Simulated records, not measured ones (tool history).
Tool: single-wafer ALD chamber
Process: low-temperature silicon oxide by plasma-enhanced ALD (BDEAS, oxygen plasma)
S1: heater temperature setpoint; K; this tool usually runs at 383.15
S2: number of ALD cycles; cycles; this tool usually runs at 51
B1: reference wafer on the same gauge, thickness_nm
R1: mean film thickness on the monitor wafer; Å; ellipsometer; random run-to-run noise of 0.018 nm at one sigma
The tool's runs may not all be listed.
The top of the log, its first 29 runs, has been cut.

run	hour	S1	S2	B1	R1
30	334.6	383.15	51	7.521	70.37
31	340.9	373.15	47	7.523	65.97
32	347.4	383.15	46	7.523	63.77
33	364.2	395.15	58	7.525	78.16
34	373.0	373.15	48	7.520	67.54
# hour 381.6: thermocouple changed; heater temperature recalibrated
35	382.4	395.15	48	7.530	65.37
36	398.3	383.15	42	7.529	58.14
37	409.8	368.15	48	7.530	68.36
38	424.0	368.15	55	7.534	78.15
39	434.3	383.15	51	7.538	70.52
40	441.3	376.15	43	7.538	60.46
41	447.8	383.15	51	7.540	70.58
42	455.0	368.15	57	7.538	81.57
43	468.1	368.15	58	7.547	82.77
44	481.5	389.15	51	7.548	69.61
45	494.0	383.15	44	7.555	60.84

Here are 5 independent what-if runs from the current tool condition. What would each one return?
A	494.5	383.15	51	?	?
B	494.5	369.15	60	?	?
C	494.5	369.15	51	?	?
D	494.5	394.15	51	?	?
E	494.5	395.15	57	?	?

run	B1	R1
A	7.552	70.41
B	7.552	85.07
C	7.552	72.31
D	7.552	69.16
E	7.552	77.17
Stripped of hidden state, with their random variation kept, the same runs would have yielded:
run	R1
A	69.93
B	84.49
C	71.81
D	68.69
E	76.64
